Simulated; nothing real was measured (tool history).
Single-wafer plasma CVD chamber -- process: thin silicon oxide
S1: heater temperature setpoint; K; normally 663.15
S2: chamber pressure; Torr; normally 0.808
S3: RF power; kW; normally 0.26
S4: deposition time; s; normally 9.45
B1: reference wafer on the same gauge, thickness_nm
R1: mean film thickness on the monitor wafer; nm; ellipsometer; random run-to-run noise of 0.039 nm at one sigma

{"run": 1, "hour": 0.0, "S1": 666.15, "S2": 0.808, "S3": 0.26, "S4": 9.45, "B1": 14.097, "R1": 16.603}
{"run": 2, "hour": 23.5, "S1": 655.15, "S2": 0.808, "S3": 0.26, "S4": 9.45, "B1": 14.099, "R1": 16.694}
{"run": 3, "hour": 48.0, "S1": 663.15, "S2": 0.808, "S3": 0.26, "S4": 9.45, "B1": 14.105, "R1": 16.729}
{"run": 4, "hour": 70.1, "S1": 663.15, "S2": 0.808, "S3": 0.26, "S4": 9.45, "B1": 14.092, "R1": 16.645}
{"run": 5, "hour": 97.2, "S1": 663.15, "S2": 0.808, "S3": 0.26, "S4": 9.45, "B1": 14.094, "R1": 16.606}
{"run": 6, "hour": 115.7, "S1": 663.15, "S2": 0.808, "S3": 0.26, "S4": 9.45, "B1": 14.099, "R1": 16.67}
{"run": 7, "hour": 128.9, "S1": 663.15, "S2": 0.808, "S3": 0.26, "S4": 9.45, "B1": 14.105, "R1": 16.751}
{"run": 8, "hour": 153.1, "S1": 663.15, "S2": 0.808, "S3": 0.26, "S4": 9.45, "B1": 14.098, "R1": 16.763}
{"run": 9, "hour": 181.7, "S1": 663.15, "S2": 0.808, "S3": 0.22, "S4": 10.59, "B1": 14.1, "R1": 17.936}
{"hour": 186.2, "done": "gauge calibrated"}
{"hour": 208.5, "done": "RF generator calibrated"}
{"run": 10, "hour": 209.0, "S1": 663.15, "S2": 0.808, "S3": 0.22, "S4": 10.59, "B1": 14.095, "R1": 18.001}
{"run": 11, "hour": 223.3, "S1": 663.15, "S2": 0.808, "S3": 0.26, "S4": 9.45, "B1": 14.106, "R1": 16.769}
{"hour": 253.5, "done": "capacitance manometer re-zeroed and calibrated"}
{"run": 12, "hour": 254.0, "S1": 663.15, "S2": 0.808, "S3": 0.26, "S4": 9.45, "B1": 14.096, "R1": 16.257}
{"hour": 266.1, "done": "thermocouple changed; heater temperature recalibrated"}
{"run": 13, "hour": 268.1, "S1": 663.15, "S2": 0.723, "S3": 0.245, "S4": 9.45, "B1": 14.098, "R1": 14.308}
{"run": 14, "hour": 291.7, "S1": 663.15, "S2": 0.808, "S3": 0.26, "S4": 9.45, "B1": 14.108, "R1": 16.193}
{"run": 15, "hour": 315.2, "S1": 657.15, "S2": 0.657, "S3": 0.26, "S4": 9.45, "B1": 14.102, "R1": 13.06}
{"hour": 323.6, "done": "showerhead replaced"}
{"run": 16, "hour": 344.2, "S1": 669.15, "S2": 0.925, "S3": 0.24, "S4": 8.03, "B1": 14.101, "R1": 15.221}
{"run": 17, "hour": 358.2, "S1": 663.15, "S2": 0.877, "S3": 0.24, "S4": 9.45, "B1": 14.098, "R1": 17.14}
{"run": 18, "hour": 372.9, "S1": 655.15, "S2": 0.875, "S3": 0.26, "S4": 9.45, "B1": 14.098, "R1": 17.557}
{"run": 19, "hour": 394.5, "S1": 672.15, "S2": 0.808, "S3": 0.26, "S4": 8.34, "B1": 14.094, "R1": 14.308}
{"run": 20, "hour": 430.1, "S1": 677.15, "S2": 0.978, "S3": 0.23, "S4": 8.49, "B1": 14.099, "R1": 16.564}
{"run": 21, "hour": 449.4, "S1": 669.15, "S2": 0.717, "S3": 0.285, "S4": 8.64, "B1": 14.096, "R1": 13.388}
{"run": 22, "hour": 465.8, "S1": 663.15, "S2": 0.877, "S3": 0.24, "S4": 9.45, "B1": 14.095, "R1": 17.108}
{"run": 23, "hour": 483.6, "S1": 663.15, "S2": 0.808, "S3": 0.3, "S4": 9.45, "B1": 14.109, "R1": 16.814}
{"hour": 486.0, "done": "gauge calibrated"}
{"run": 24, "hour": 513.7, "S1": 649.15, "S2": 0.808, "S3": 0.225, "S4": 9.45, "B1": 14.1, "R1": 15.81}

Below, some changes in R1 between adjacent runs. For each, the amount present without the hidden state too (settings, incoming material, random variation) and the amount remaining for the hidden state with gauge scatter not shared by both compared results:
Unlogged tool condition in this case: wafer temperature above the value expected at the setpoint (K); delivered RF power above the setpoint (%); true pressure above the setpoint (%); gauge reads high (%).
Run 8 -> 9: S3 0.26 -> 0.22, S4 9.45 -> 10.59. R1 +1.173 nm: hidden state +0.047, all else +1.126.
Run 11 -> 12: capacitance manometer re-zeroed and calibrated. R1 -0.512 nm: hidden state -0.567, all else +0.055.
Run 18 -> 19: S1 655.15 -> 672.15, S2 0.875 -> 0.808, S4 9.45 -> 8.34. R1 -3.249 nm: hidden state +0.01, all else -3.259.
Run 21 -> 22: S1 669.15 -> 663.15, S2 0.717 -> 0.877, S3 0.285 -> 0.24, S4 8.64 -> 9.45. R1 +3.72 nm: hidden state -0.002, all else +3.722.
